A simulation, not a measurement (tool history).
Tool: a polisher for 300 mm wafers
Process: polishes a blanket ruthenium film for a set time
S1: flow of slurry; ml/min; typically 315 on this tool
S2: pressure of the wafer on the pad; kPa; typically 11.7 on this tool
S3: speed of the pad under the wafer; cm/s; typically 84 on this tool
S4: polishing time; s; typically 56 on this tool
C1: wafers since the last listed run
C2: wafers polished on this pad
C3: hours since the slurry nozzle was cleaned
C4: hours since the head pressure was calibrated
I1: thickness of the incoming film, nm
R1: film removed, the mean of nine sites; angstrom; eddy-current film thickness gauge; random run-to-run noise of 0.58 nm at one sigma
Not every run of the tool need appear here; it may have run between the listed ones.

run    hour   S1    S2   S3  S4   C1    C2     C3     C4     I1   R1
  1     0.0  315  11.7   84  56    0  1524  130.6  287.4  552.1  395
  2    31.7  315  11.7   84  56  298  1823  162.3  319.1  558.1  372
  3    63.7  315  11.7   84  56  301  2124  194.3  351.1  541.3  363
       72.6  -- head pressure recalibrated
  4    90.4  315  11.7   84  56  232  2357  221.0   17.8  550.5  410
  5   107.2  315  11.7   84  56  158  2515  237.8   34.6  551.0  397
  6   122.5  315  11.7   84  56  144  2659  253.1   49.9  544.6  406
      126.6  -- worn pad replaced by a new one
  7   146.6  315  11.7   84  56  189   188  277.2   74.0  540.2  426
  8   166.9  315  11.7   84  56  191   379  297.5   94.3  553.0  425
  9   184.5  315  11.7   84  56  165   545  315.1  111.9  551.9  422
 10   205.7  315  11.7   84  56  199   744  336.3  133.1  552.6  426
 11   235.1  315  11.7   84  56  276  1021  365.7  162.5  549.6  407
 12   270.7  315  10.3   84  56  335  1356  401.3  198.1  546.8  356
 13   299.3  315  10.3   84  56  269  1625  429.9  226.7  542.9  346
 14   332.2  315  10.3   84  56  309  1935  462.8  259.6  547.8  340
      357.5  -- worn pad replaced by a new one
 15   362.7  395  11.7   84  48  249    48  493.3  290.1  548.3  346
      380.9  -- head pressure recalibrated
 16   395.6  315  11.7   84  56  290   339  526.2   14.7  553.0  443
 17   423.9  315  11.7  104  56  266   606  554.5   43.0  559.5  533
 18   452.3  375  11.7   96  56  267   873  582.9   71.4  553.3  506
      462.5  -- slurry nozzle cleaned
 19   483.8  315  11.7   84  37  287  1160   21.3  102.9  550.8  281
 20   518.0  315  11.7   74  43  322  1482   55.5  137.1  544.3  281
 21   530.8  315   9.0   84  56  120  1603   68.3  149.9  554.6  313
 22   557.9  315  11.7   84  56  255  1858   95.4  177.0  548.4  391
 23   570.8  240  13.1   94  41  121  1979  108.3  189.9  548.3  353
 24   596.8  315  15.2  104  56  244  2224  134.3  215.9  557.3  617
      655.9  -- worn pad replaced by a new one
      697.4  -- head pressure recalibrated
 25   697.9  315  11.7   76  56  895   376  235.4    0.5  557.2  387
 26   713.0  315  11.7   84  56  142   518  250.5   15.6  550.7  432
 27   731.1  315  11.7   84  56  170   688  268.6   33.7  555.4  434
 28   766.1  315  13.1   96  56  329  1018  303.6   68.7  553.4  540
 29   779.6  415  13.8   56  56  127  1145  317.1   82.2  547.4  336
 30   812.4  410   8.3  102  56  308  1454  349.9  115.0  542.1  369
 31   836.7  410  11.7   66  56  228  1683  374.2  139.3  546.5  323
 32   869.4  315  11.7   58  56  307  1990  406.9  172.0  553.1  271
 33   895.6  210  14.5   84  56  246  2237  433.1  198.2  552.6  465
 34   911.6  315  11.7   84  56  150  2388  449.1  214.2  554.2  385
      935.8  -- worn pad replaced by a new one
 35   940.0  245  15.9   84  56  229    39  477.5  242.6  558.4  532
 36   963.7  315  11.7   84  56  223   262  501.2  266.3  548.0  393
 37   985.1  375  14.5   84  56  201   464  522.6  287.7  556.9  499
      991.3  -- head pressure recalibrated
     1009.3  -- slurry nozzle cleaned
 38  1017.8  210  11.7  110  75  279   743    8.5   26.5  548.8  713

Entry by entry between the runs, the difference in hidden state between the last listed run before and the first listed run after:
In the gap between runs 3 and 4: head pressure recalibrated (hour 72.6)
  removal rate lost through wear of the pad, %: 6.19 -> 6.86; deviation of the head's pressure from its setpoint, %: -11.8 -> -0.609
  measured result minus the result with no hidden state, R1: -76 -> -33 angstrom
In the gap between runs 6 and 7: worn pad replaced by a new one (hour 126.6)
  removal rate lost through wear of the pad, %: 7.67 -> 0.579; deviation of the head's pressure from its setpoint, %: -0.863 -> -1.21
  measured result minus the result with no hidden state, R1: -37 -> -7 angstrom
In the gap between runs 14 and 15: worn pad replaced by a new one (hour 357.5)
  removal rate lost through wear of the pad, %: 5.27 -> 0.15; deviation of the head's pressure from its setpoint, %: -8.44 -> -10.4
  measured result minus the result with no hidden state, R1: -51 -> -41 angstrom
In the gap between runs 15 and 16: head pressure recalibrated (hour 380.9)
  removal rate lost through wear of the pad, %: 0.15 -> 0.981; deviation of the head's pressure from its setpoint, %: -10.4 -> 0.103
  measured result minus the result with no hidden state, R1: -41 -> -4 angstrom
In the gap between runs 18 and 19: slurry nozzle cleaned (hour 462.5)
  removal rate lost through wear of the pad, %: 2.41 -> 3.21; deviation of the head's pressure from its setpoint, %: -0.467 -> -1.11
  measured result minus the result with no hidden state, R1: -15 -> -12 angstrom
In the gap between runs 24 and 25: worn pad replaced by a new one (hour 655.9); head pressure recalibrated (hour 697.4)
  removal rate lost through wear of the pad, %: 6.06 -> 1.69; deviation of the head's pressure from its setpoint, %: -5.31 -> 0.809
  measured result minus the result with no hidden state, R1: -77 -> -4 angstrom
In the gap between runs 34 and 35: worn pad replaced by a new one (hour 935.8)
  removal rate lost through wear of the pad, %: 7.09 -> 0.443; deviation of the head's pressure from its setpoint, %: -4.55 -> -6.07
  measured result minus the result with no hidden state, R1: -49 -> -36 angstrom
In the gap between runs 37 and 38: head pressure recalibrated (hour 991.3); slurry nozzle cleaned (hour 1009.3)
  removal rate lost through wear of the pad, %: 1.58 -> 2.41; deviation of the head's pressure from its setpoint, %: -8.86 -> -0.14
  measured result minus the result with no hidden state, R1: -58 -> -19 angstrom

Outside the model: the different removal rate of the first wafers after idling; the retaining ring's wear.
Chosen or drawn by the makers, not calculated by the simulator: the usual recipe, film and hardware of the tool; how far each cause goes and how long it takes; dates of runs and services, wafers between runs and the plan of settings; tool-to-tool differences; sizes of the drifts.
